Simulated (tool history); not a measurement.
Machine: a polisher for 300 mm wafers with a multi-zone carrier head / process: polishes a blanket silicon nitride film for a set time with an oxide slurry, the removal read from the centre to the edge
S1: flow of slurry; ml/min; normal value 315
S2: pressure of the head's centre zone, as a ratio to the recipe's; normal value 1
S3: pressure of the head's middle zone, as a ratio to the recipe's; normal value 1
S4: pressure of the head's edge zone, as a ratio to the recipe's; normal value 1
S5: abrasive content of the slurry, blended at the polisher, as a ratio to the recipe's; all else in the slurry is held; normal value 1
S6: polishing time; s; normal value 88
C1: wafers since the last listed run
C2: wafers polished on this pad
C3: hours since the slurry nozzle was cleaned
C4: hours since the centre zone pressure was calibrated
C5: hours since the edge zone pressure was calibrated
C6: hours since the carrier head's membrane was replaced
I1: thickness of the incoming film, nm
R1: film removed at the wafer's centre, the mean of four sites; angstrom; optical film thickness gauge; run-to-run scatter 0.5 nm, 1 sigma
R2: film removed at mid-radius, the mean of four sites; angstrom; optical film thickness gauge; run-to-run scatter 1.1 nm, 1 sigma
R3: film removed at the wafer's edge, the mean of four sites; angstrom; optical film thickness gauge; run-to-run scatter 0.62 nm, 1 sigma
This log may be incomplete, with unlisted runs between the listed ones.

run 1 day=0 | S1=315 S2=1 S3=1 S4=1 S5=1 S6=88 | C1=0 C2=927 C3=233.1 C4=294.1 C5=457 C6=848.3 | I1=583.7 | R1=743 R2=757 R3=755
run 2 day=2.612 | S1=315 S2=1 S3=1 S4=1 S5=1 S6=88 | C1=536 C2=1464 C3=295.8 C4=356.8 C5=519.7 C6=911 | I1=594.2 | R1=729 R2=752 R3=752
-- day=4.362 worn pad replaced by a new one
run 3 day=5.308 | S1=315 S2=1 S3=1 S4=1 S5=1 S6=88 | C1=519 C2=193 C3=360.5 C4=421.5 C5=584.4 C6=975.7 | I1=591.3 | R1=738 R2=740 R3=742
run 4 day=7.912 | S1=315 S2=1 S3=1 S4=1 S5=1 S6=88 | C1=534 C2=728 C3=423 C4=484 C5=646.9 C6=1038.2 | I1=587 | R1=728 R2=749 R3=747
run 5 day=10.775 | S1=315 S2=1 S3=1 S4=1 S5=1 S6=88 | C1=587 C2=1316 C3=491.7 C4=552.7 C5=715.6 C6=1106.9 | I1=581 | R1=726 R2=734 R3=753
run 6 day=13.504 | S1=315 S2=1 S3=1.08 S4=0.98 S5=1 S6=88 | C1=560 C2=1876 C3=557.2 C4=618.2 C5=781.1 C6=1172.4 | I1=582 | R1=717 R2=771 R3=741
-- day=15.538 worn pad replaced by a new one
run 7 day=15.838 | S1=315 S2=1 S3=1 S4=1 S5=1 S6=88 | C1=444 C2=61 C3=613.2 C4=674.2 C5=837.1 C6=1228.4 | I1=584.1 | R1=715 R2=719 R3=755
-- day=16.658 edge zone pressure recalibrated
-- day=17.229 slurry nozzle cleaned
run 8 day=22.129 | S1=315 S2=1 S3=1 S4=1 S5=1 S6=88 | C1=1266 C2=1327 C3=117.6 C4=825.2 C5=131.3 C6=1379.4 | I1=591.3 | R1=751 R2=760 R3=774
-- day=24.621 worn pad replaced by a new one
run 9 day=24.8 | S1=315 S2=1 S3=1 S4=1 S5=0.8 S6=88 | C1=514 C2=37 C3=181.7 C4=889.3 C5=195.4 C6=1443.5 | I1=596.4 | R1=675 R2=686 R3=690
run 10 day=25.95 | S1=315 S2=1 S3=1 S4=1 S5=0.8 S6=88 | C1=236 C2=273 C3=209.3 C4=916.9 C5=223 C6=1471.1 | I1=585.9 | R1=675 R2=673 R3=686
-- day=26.854 carrier head's membrane replaced by a new one, of another model than before
run 11 day=28.379 | S1=315 S2=1.11 S3=1 S4=1 S5=1 S6=88 | C1=456 C2=729 C3=267.6 C4=975.2 C5=281.3 C6=36.6 | I1=594.8 | R1=878 R2=776 R3=762
run 12 day=30.904 | S1=315 S2=1 S3=1 S4=1 S5=1 S6=88 | C1=518 C2=1247 C3=328.2 C4=1035.8 C5=341.9 C6=97.2 | I1=582.4 | R1=737 R2=760 R3=754
-- day=31.412 centre zone pressure recalibrated
run 13 day=32.383 | S1=425 S2=1 S3=0.89 S4=1 S5=1 S6=72 | C1=286 C2=1534 C3=363.7 C4=23.3 C5=377.4 C6=132.7 | I1=594 | R1=630 R2=596 R3=637
run 14 day=34.788 | S1=315 S2=1.06 S3=1 S4=1.04 S5=1 S6=109 | C1=493 C2=2028 C3=421.4 C4=81 C5=435.1 C6=190.4 | I1=583.4 | R1=989 R2=921 R3=966
-- day=35.575 worn pad replaced by a new one
run 15 day=37.342 | S1=405 S2=0.89 S3=1 S4=1 S5=1.2 S6=117 | C1=490 C2=363 C3=482.7 C4=142.3 C5=496.4 C6=251.7 | I1=583.4 | R1=902 R2=1093 R3=1102
run 16 day=39.583 | S1=315 S2=0.94 S3=1 S4=0.95 S5=1 S6=88 | C1=460 C2=823 C3=536.5 C4=196.1 C5=550.2 C6=305.5 | I1=591.9 | R1=653 R2=721 R3=713
run 17 day=41.254 | S1=315 S2=1 S3=1 S4=1 S5=0.75 S6=97 | C1=343 C2=1166 C3=576.6 C4=236.2 C5=590.3 C6=345.6 | I1=595.3 | R1=688 R2=691 R3=710
run 18 day=43.588 | S1=405 S2=0.89 S3=1 S4=1 S5=1.2 S6=117 | C1=479 C2=1645 C3=632.6 C4=292.2 C5=646.3 C6=401.6 | I1=594.3 | R1=892 R2=1055 R3=1098
-- day=44.058 worn pad replaced by a new one
run 19 day=45.508 | S1=315 S2=1 S3=1 S4=1 S5=1 S6=88 | C1=360 C2=297 C3=678.7 C4=338.3 C5=692.4 C6=447.7 | I1=596.5 | R1=712 R2=699 R3=739
-- day=45.962 edge zone pressure recalibrated
-- day=46.004 slurry nozzle cleaned
run 20 day=47.342 | S1=365 S2=1.05 S3=1 S4=0.91 S5=1 S6=59 | C1=350 C2=648 C3=32.1 C4=382.3 C5=33.1 C6=491.7 | I1=594.9 | R1=550 R2=508 R3=471
run 21 day=48.95 | S1=315 S2=1 S3=1.09 S4=1.06 S5=1 S6=88 | C1=330 C2=978 C3=70.7 C4=420.9 C5=71.7 C6=530.3 | I1=577.9 | R1=749 R2=781 R3=810

Forecast each of these 4 alternatives for the next run:
run A day=48.971 | S1=315 S2=1 S3=1 S4=1 S5=1 S6=88 | C1=4 C2=983 C3=71.2 C4=421.4 C5=72.2 C6=530.8 | I1=597.2 | R1=? R2=? R3=?
run B day=48.971 | S1=315 S2=1 S3=1.11 S4=0.95 S5=1 S6=88 | C1=4 C2=983 C3=71.2 C4=421.4 C5=72.2 C6=530.8 | I1=597.2 | R1=? R2=? R3=?
run C day=48.971 | S1=410 S2=1.12 S3=1 S4=1 S5=0.8 S6=88 | C1=4 C2=983 C3=71.2 C4=421.4 C5=72.2 C6=530.8 | I1=597.2 | R1=? R2=? R3=?
run D day=48.971 | S1=315 S2=1.05 S3=1 S4=1 S5=1.3 S6=88 | C1=4 C2=983 C3=71.2 C4=421.4 C5=72.2 C6=530.8 | I1=597.2 | R1=? R2=? R3=?

run=A R1=754 R2=771 R3=766
run=B R1=754 R2=805 R3=734
run=C R1=815 R2=705 R3=697
run=D R1=907 R2=864 R3=858
With the hidden condition removed and each run's random variation left untouched, the same runs would have given:
run=A R1=763 R2=780 R3=773
run=B R1=763 R2=814 R3=740
run=C R1=823 R2=711 R3=702
run=D R1=919 R2=874 R3=866
